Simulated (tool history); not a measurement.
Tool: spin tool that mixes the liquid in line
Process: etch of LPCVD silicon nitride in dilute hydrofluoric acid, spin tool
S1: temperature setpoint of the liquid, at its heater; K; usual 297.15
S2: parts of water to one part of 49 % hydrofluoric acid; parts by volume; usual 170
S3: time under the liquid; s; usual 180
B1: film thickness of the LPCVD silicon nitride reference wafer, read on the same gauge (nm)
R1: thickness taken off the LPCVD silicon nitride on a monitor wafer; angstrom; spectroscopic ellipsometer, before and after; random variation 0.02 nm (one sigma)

run	hour	S1	S2	S3	B1	R1
1	0.0	297.15	170	180	89.981	5.07
2	19.9	297.15	170	180	89.990	5.10
3	54.9	297.15	170	180	89.996	5.18
4	74.2	297.15	170	180	90.006	5.10
5	121.8	297.15	195	180	89.985	4.48
6	147.9	301.15	170	255	90.025	9.37
# hour 202.9: hydrofluoric acid flow meter replaced
7	213.5	297.15	170	155	90.024	4.43
8	236.4	297.15	170	155	90.025	4.54
9	265.3	297.15	170	240	89.994	7.16
# hour 285.3: thermometer replaced
10	296.8	295.15	255	115	90.008	1.84
11	331.6	293.65	170	80	90.014	1.83
12	346.5	301.15	170	180	89.983	6.79
13	358.7	300.65	170	180	90.026	6.41
14	373.8	297.15	170	180	89.992	5.09
# hour 380.1: gauge calibrated
15	399.3	297.15	170	225	90.018	6.15
16	411.7	301.15	255	105	89.986	2.71
17	444.7	292.65	145	180	89.974	4.03
18	477.2	297.15	170	180	89.999	5.03

Forecast each of these 3 alternatives for the next run:
A	477.7	297.15	170	180	?	?
B	477.7	299.65	120	180	?	?
C	477.7	297.15	220	180	?	?

run	B1	R1
A	89.996	5.16
B	89.996	8.56
C	89.996	4.00
Without the tool's hidden state the same runs would have given:
run	R1
A	5.16
B	8.56
C	4.00
